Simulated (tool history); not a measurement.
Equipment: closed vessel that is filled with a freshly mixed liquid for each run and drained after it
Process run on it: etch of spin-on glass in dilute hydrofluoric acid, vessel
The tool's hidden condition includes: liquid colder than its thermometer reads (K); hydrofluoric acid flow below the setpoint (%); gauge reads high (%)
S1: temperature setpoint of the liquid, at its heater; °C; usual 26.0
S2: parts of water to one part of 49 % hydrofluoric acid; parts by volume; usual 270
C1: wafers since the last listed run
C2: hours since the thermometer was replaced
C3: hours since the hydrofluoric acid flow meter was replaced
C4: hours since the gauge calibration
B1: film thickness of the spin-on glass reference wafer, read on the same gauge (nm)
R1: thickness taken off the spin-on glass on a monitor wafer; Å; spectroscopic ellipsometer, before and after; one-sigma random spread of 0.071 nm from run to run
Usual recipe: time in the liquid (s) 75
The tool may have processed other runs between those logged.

run 1 day=0.000 | S1=26.0 S2=270 time_in_the_liquid_(s)=75 | C1=0 C2=103.2 C3=112.5 C4=602.9 | B1=100.01 | R1=154.3
run 2 day=2.908 | S1=26.0 S2=210 time_in_the_liquid_(s)=75 | C1=7990 C2=173.0 C3=182.3 C4=672.7 | B1=99.99 | R1=208.2
run 3 day=5.846 | S1=26.0 S2=210 time_in_the_liquid_(s)=75 | C1=8071 C2=243.5 C3=252.8 C4=743.2 | B1=99.97 | R1=209.4
run 4 day=7.054 | S1=29.5 S2=305 time_in_the_liquid_(s)=75 | C1=3319 C2=272.5 C3=281.8 C4=772.2 | B1=100.01 | R1=144.1
run 5 day=8.962 | S1=29.5 S2=305 time_in_the_liquid_(s)=75 | C1=5243 C2=318.3 C3=327.6 C4=818.0 | B1=99.99 | R1=143.9
run 6 day=10.479 | S1=29.5 S2=305 time_in_the_liquid_(s)=75 | C1=4167 C2=354.7 C3=364.0 C4=854.4 | B1=99.99 | R1=144.5
run 7 day=13.121 | S1=26.0 S2=270 time_in_the_liquid_(s)=75 | C1=7258 C2=418.1 C3=427.4 C4=917.8 | B1=99.99 | R1=147.4
run 8 day=15.629 | S1=24.5 S2=270 time_in_the_liquid_(s)=90 | C1=6891 C2=478.3 C3=487.6 C4=978.0 | B1=100.01 | R1=167.7
run 9 day=17.325 | S1=24.5 S2=270 time_in_the_liquid_(s)=90 | C1=4659 C2=519.0 C3=528.3 C4=1018.7 | B1=100.00 | R1=165.7
run 10 day=19.625 | S1=24.5 S2=270 time_in_the_liquid_(s)=90 | C1=6319 C2=574.2 C3=583.5 C4=1073.9 | B1=100.01 | R1=166.2
-- day=20.454 hydrofluoric acid flow meter replaced
run 11 day=21.771 | S1=24.0 S2=270 time_in_the_liquid_(s)=85 | C1=5781 C2=625.7 C3=31.6 C4=1125.4 | B1=99.98 | R1=159.8
run 12 day=22.875 | S1=24.0 S2=270 time_in_the_liquid_(s)=85 | C1=3033 C2=652.2 C3=58.1 C4=1151.9 | B1=99.99 | R1=160.0
run 13 day=24.838 | S1=23.5 S2=270 time_in_the_liquid_(s)=75 | C1=5392 C2=699.3 C3=105.2 C4=1199.0 | B1=100.02 | R1=137.8
run 14 day=26.483 | S1=23.5 S2=270 time_in_the_liquid_(s)=75 | C1=4522 C2=738.8 C3=144.7 C4=1238.5 | B1=100.03 | R1=137.2
run 15 day=28.154 | S1=28.5 S2=380 time_in_the_liquid_(s)=105 | C1=4590 C2=778.9 C3=184.8 C4=1278.6 | B1=99.99 | R1=145.6
run 16 day=30.458 | S1=30.0 S2=345 time_in_the_liquid_(s)=110 | C1=6330 C2=834.2 C3=240.1 C4=1333.9 | B1=100.00 | R1=179.6
run 17 day=32.075 | S1=24.5 S2=175 time_in_the_liquid_(s)=100 | C1=4441 C2=873.0 C3=278.9 C4=1372.7 | B1=99.97 | R1=315.5
-- day=34.429 gauge calibrated
run 18 day=34.792 | S1=26.0 S2=270 time_in_the_liquid_(s)=75 | C1=7464 C2=938.2 C3=344.1 C4=8.7 | B1=100.02 | R1=146.1
run 19 day=37.058 | S1=30.5 S2=385 time_in_the_liquid_(s)=110 | C1=6227 C2=992.6 C3=398.5 C4=63.1 | B1=99.99 | R1=153.8
run 20 day=39.017 | S1=26.0 S2=325 time_in_the_liquid_(s)=100 | C1=5380 C2=1039.6 C3=445.5 C4=110.1 | B1=100.00 | R1=151.2
run 21 day=41.521 | S1=21.0 S2=340 time_in_the_liquid_(s)=55 | C1=6880 C2=1099.7 C3=505.6 C4=170.2 | B1=100.00 | R1=65.4
-- day=41.696 thermometer replaced
run 22 day=44.067 | S1=30.0 S2=270 time_in_the_liquid_(s)=90 | C1=6880 C2=56.9 C3=566.7 C4=231.3 | B1=99.99 | R1=206.8
-- day=44.588 hydrofluoric acid flow meter replaced
run 23 day=45.792 | S1=21.5 S2=270 time_in_the_liquid_(s)=105 | C1=4625 C2=98.3 C3=28.9 C4=272.7 | B1=99.97 | R1=186.5
run 24 day=47.600 | S1=26.0 S2=270 time_in_the_liquid_(s)=75 | C1=4968 C2=141.7 C3=72.3 C4=316.1 | B1=100.02 | R1=155.4
run 25 day=53.079 | S1=30.5 S2=385 time_in_the_liquid_(s)=110 | C1=15054 C2=273.2 C3=203.8 C4=447.6 | B1=100.02 | R1=161.8
run 26 day=55.892 | S1=26.0 S2=355 time_in_the_liquid_(s)=75 | C1=7727 C2=340.7 C3=271.3 C4=515.1 | B1=99.99 | R1=105.8
run 27 day=57.462 | S1=26.0 S2=355 time_in_the_liquid_(s)=100 | C1=4315 C2=378.4 C3=309.0 C4=552.8 | B1=99.98 | R1=140.7
run 28 day=58.517 | S1=21.0 S2=370 time_in_the_liquid_(s)=75 | C1=2896 C2=403.7 C3=334.3 C4=578.1 | B1=100.00 | R1=83.5

Hidden condition of the tool, last listed run before each entry between runs versus first listed run after:
Run 10 -> run 11: hydrofluoric acid flow meter replaced (day 20.454)
  liquid colder than its thermometer reads (K): 0.99 -> 1.06; hydrofluoric acid flow below the setpoint (%): 3.65 -> 0.286
  the result without the hidden state subtracted from the measured one, R1: -14.3 -> -6.8 Å
Run 17 -> run 18: gauge calibrated (day 34.429)
  liquid colder than its thermometer reads (K): 1.37 -> 1.46; hydrofluoric acid flow below the setpoint (%): 1.82 -> 2.23
  the result without the hidden state subtracted from the measured one, R1: -24.1 -> -12.1 Å
Run 21 -> run 22: thermometer replaced (day 41.696)
  liquid colder than its thermometer reads (K): 1.66 -> 0.0929; hydrofluoric acid flow below the setpoint (%): 3.23 -> 3.61
  the result without the hidden state subtracted from the measured one, R1: -7.0 -> -10.8 Å
Run 22 -> run 23: hydrofluoric acid flow meter replaced (day 44.588)
  liquid colder than its thermometer reads (K): 0.0929 -> 0.146; hydrofluoric acid flow below the setpoint (%): 3.61 -> 0.36
  the result without the hidden state subtracted from the measured one, R1: -10.8 -> -1.9 Å
